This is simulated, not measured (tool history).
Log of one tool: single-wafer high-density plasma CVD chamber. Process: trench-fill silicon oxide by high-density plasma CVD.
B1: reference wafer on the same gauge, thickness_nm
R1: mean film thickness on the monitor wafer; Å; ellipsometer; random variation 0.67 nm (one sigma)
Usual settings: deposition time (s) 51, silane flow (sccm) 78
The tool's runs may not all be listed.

Run 1, hour 0: usual settings; B1 504.146. Result: R1 4197.5 Å.
Run 2, hour 12.9: usual settings; B1 504.068. Result: R1 4188.23 Å.
Run 3, hour 34.1: usual settings; B1 504.067. Result: R1 4197.42 Å.
Run 4, hour 64.4: usual settings; B1 503.851. Result: R1 4204.54 Å.
Run 5, hour 96.6: usual settings but deposition time (s) 48; B1 503.95. Result: R1 3956.45 Å.
Run 6, hour 112.7: usual settings; B1 503.936. Result: R1 4195.27 Å.
Run 7, hour 127.4: usual settings; B1 504.361. Result: R1 4188.68 Å.
Run 8, hour 153.8: usual settings but silane flow (sccm) 69; B1 504.114. Result: R1 3718.97 Å.
Run 9, hour 169.7: usual settings but deposition time (s) 60.2, silane flow (sccm) 71; B1 503.863. Result: R1 4519.08 Å.
At hour 178.8: gauge calibrated.
Run 10, hour 201.7: usual settings but deposition time (s) 41.2, silane flow (sccm) 68; B1 503.99. Result: R1 2969.88 Å.
At hour 220.7: silane flow controller replaced.
Run 11, hour 221.2: usual settings but deposition time (s) 48.1; B1 504.243. Result: R1 4230.09 Å.
Run 12, hour 233: usual settings but deposition time (s) 48.1; B1 503.894. Result: R1 4214.62 Å.
Run 13, hour 265.7: usual settings but deposition time (s) 57.4, silane flow (sccm) 93; B1 504.184. Result: R1 5972.62 Å.
Run 14, hour 286.2: usual settings but deposition time (s) 43.9, silane flow (sccm) 86; B1 503.938. Result: R1 4227.86 Å.

The same runs without the tool's hidden state, with the same run-to-run variation:
The hidden state here: delivered silane flow above the setpoint (%); gauge reads high (%).
run       R1
  1  4451.08
  2  4441.51
  3  4451.69
  4  4459.83
  5  4197.25
  6  4450.91
  7  4444.18
  8  3946.24
  9  4795.54
 10  3151.95
 11  4206.89
 12   4194.9
 13  5957.72
 14  4222.96

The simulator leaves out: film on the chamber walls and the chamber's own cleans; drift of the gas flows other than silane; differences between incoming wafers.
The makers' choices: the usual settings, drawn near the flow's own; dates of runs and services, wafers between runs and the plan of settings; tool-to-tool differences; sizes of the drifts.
